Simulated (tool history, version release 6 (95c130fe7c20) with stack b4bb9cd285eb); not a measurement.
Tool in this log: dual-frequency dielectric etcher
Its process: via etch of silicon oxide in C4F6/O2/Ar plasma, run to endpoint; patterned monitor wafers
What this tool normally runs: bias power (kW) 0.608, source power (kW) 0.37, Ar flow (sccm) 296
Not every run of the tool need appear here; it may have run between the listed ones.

| run | day | bias power (kW) | source power (kW) | Ar flow (sccm) | wafers since the last listed run | hours since the last wet clean | hours since the last bias power generator calibration | hours since the last source power generator calibration | hours since the last Ar flow controller change | hours since the last upper electrode change | incoming incoming film thickness, nm | endpoint time (s) |
|---|---|---|---|---|---|---|---|---|---|---|---|---|
| 1 | 0 | 0.608 | 0.37 | 296 | 0 | 487.7 | 3334.8 | 2165.6 | 3602.1 | 4987.3 | 102.3 | 23.4 |
| 2 | 1.15 | 0.608 | 0.37 | 296 | 603 | 515.3 | 3362.4 | 2193.2 | 3629.7 | 5014.9 | 102.8 | 23.7 |
| 3 | 2.354 | 0.608 | 0.37 | 296 | 631 | 544.2 | 3391.3 | 2222.1 | 3658.6 | 5043.8 | 102.3 | 23.6 |
| 4 | 3.054 | 0.608 | 0.37 | 296 | 367 | 561 | 3408.1 | 2238.9 | 3675.4 | 5060.6 | 101.9 | 23.4 |
| 5 | 3.904 | 0.608 | 0.37 | 296 | 445 | 581.4 | 3428.5 | 2259.3 | 3695.8 | 5081 | 102.4 | 23.5 |
| 6 | 5.346 | 0.608 | 0.37 | 296 | 756 | 616 | 3463.1 | 2293.9 | 3730.4 | 5115.6 | 101.9 | 23.4 |
| 7 | 5.917 | 0.608 | 0.37 | 296 | 299 | 629.7 | 3476.8 | 2307.6 | 3744.1 | 5129.3 | 102.3 | 23.5 |
| 8 | 6.667 | 0.661 | 0.37 | 296 | 393 | 647.7 | 3494.8 | 2325.6 | 3762.1 | 5147.3 | 102.8 | 23.3 |
|  | 7.754 | wet clean of the chamber |
|  | 10.088 | Ar flow controller replaced |
| 9 | 10.5 | 0.661 | 0.37 | 296 | 1354 | 65.9 | 3586.8 | 2417.6 | 9.9 | 5239.3 | 102.6 | 23.5 |
| 10 | 11.612 | 0.608 | 0.41 | 266 | 583 | 92.6 | 3613.5 | 2444.3 | 36.6 | 5266 | 101 | 22.6 |
| 11 | 12.429 | 0.608 | 0.41 | 266 | 428 | 112.2 | 3633.1 | 2463.9 | 56.2 | 5285.6 | 101.9 | 22.6 |
| 12 | 13.517 | 0.608 | 0.37 | 296 | 570 | 138.3 | 3659.2 | 2490 | 82.3 | 5311.7 | 101.7 | 24 |
|  | 14.688 | wet clean of the chamber, repeated, since the last time left the tool worse |
|  | 15.042 | source power generator calibrated |
|  | 15.442 | upper electrode replaced |
| 13 | 15.462 | 0.608 | 0.37 | 296 | 200 | 18.6 | 3705.9 | 10.1 | 129 | 0.5 | 101.9 | 23.2 |
| 14 | 15.475 | 0.76 | 0.34 | 296 | 6 | 18.9 | 3706.2 | 10.4 | 129.3 | 0.8 | 102.6 | 22.3 |
| 15 | 16.175 | 0.608 | 0.37 | 296 | 367 | 35.7 | 3723 | 27.2 | 146.1 | 17.6 | 102 | 23.3 |
| 16 | 16.688 | 0.567 | 0.37 | 296 | 268 | 48 | 3735.3 | 39.5 | 158.4 | 29.9 | 102.6 | 23.8 |
|  | 17.171 | bias power generator calibrated |
| 17 | 18.129 | 0.685 | 0.3 | 296 | 668 | 82.6 | 23 | 74.1 | 193 | 64.5 | 102.4 | 24.2 |
| 18 | 19.612 | 0.608 | 0.37 | 331 | 777 | 118.2 | 58.6 | 109.7 | 228.6 | 100.1 | 100.8 | 23.5 |
| 19 | 20.821 | 0.506 | 0.43 | 296 | 633 | 147.2 | 87.6 | 138.7 | 257.6 | 129.1 | 101.5 | 23.2 |
| 20 | 22.171 | 0.608 | 0.37 | 296 | 707 | 179.6 | 120 | 171.1 | 290 | 161.5 | 101.3 | 23.2 |
| 21 | 23.617 | 0.608 | 0.45 | 256 | 758 | 214.3 | 154.7 | 205.8 | 324.7 | 196.2 | 101.8 | 21.3 |
| 22 | 24.292 | 0.608 | 0.37 | 350 | 353 | 230.5 | 170.9 | 222 | 340.9 | 212.4 | 102.4 | 24.1 |
| 23 | 25.633 | 0.482 | 0.42 | 335 | 703 | 262.7 | 203.1 | 254.2 | 373.1 | 244.6 | 102.3 | 24.5 |
| 24 | 26.425 | 0.702 | 0.34 | 334 | 415 | 281.7 | 222.1 | 273.2 | 392.1 | 263.6 | 102.3 | 23.7 |
| 25 | 27.812 | 0.608 | 0.43 | 296 | 727 | 315 | 255.4 | 306.5 | 425.4 | 296.9 | 102.6 | 22.3 |
| 26 | 28.7 | 0.608 | 0.37 | 296 | 465 | 336.3 | 276.7 | 327.8 | 446.7 | 318.2 | 102.7 | 23.6 |
| 27 | 29.633 | 0.608 | 0.37 | 355 | 489 | 358.7 | 299.1 | 350.2 | 469.1 | 340.6 | 100.9 | 23.8 |

Run 28 comes next. What will it give?
| 28 | 30.175 | 0.608 | 0.37 | 296 | 284 | 371.7 | 312.1 | 363.2 | 482.1 | 353.6 | 102.5 | ? |

{"run 28": {"endpoint time (s)": 23.6}}
Were there no unlogged condition in the tool, this run, its random variation unchanged, would have produced endpoint time (s) 23.2.
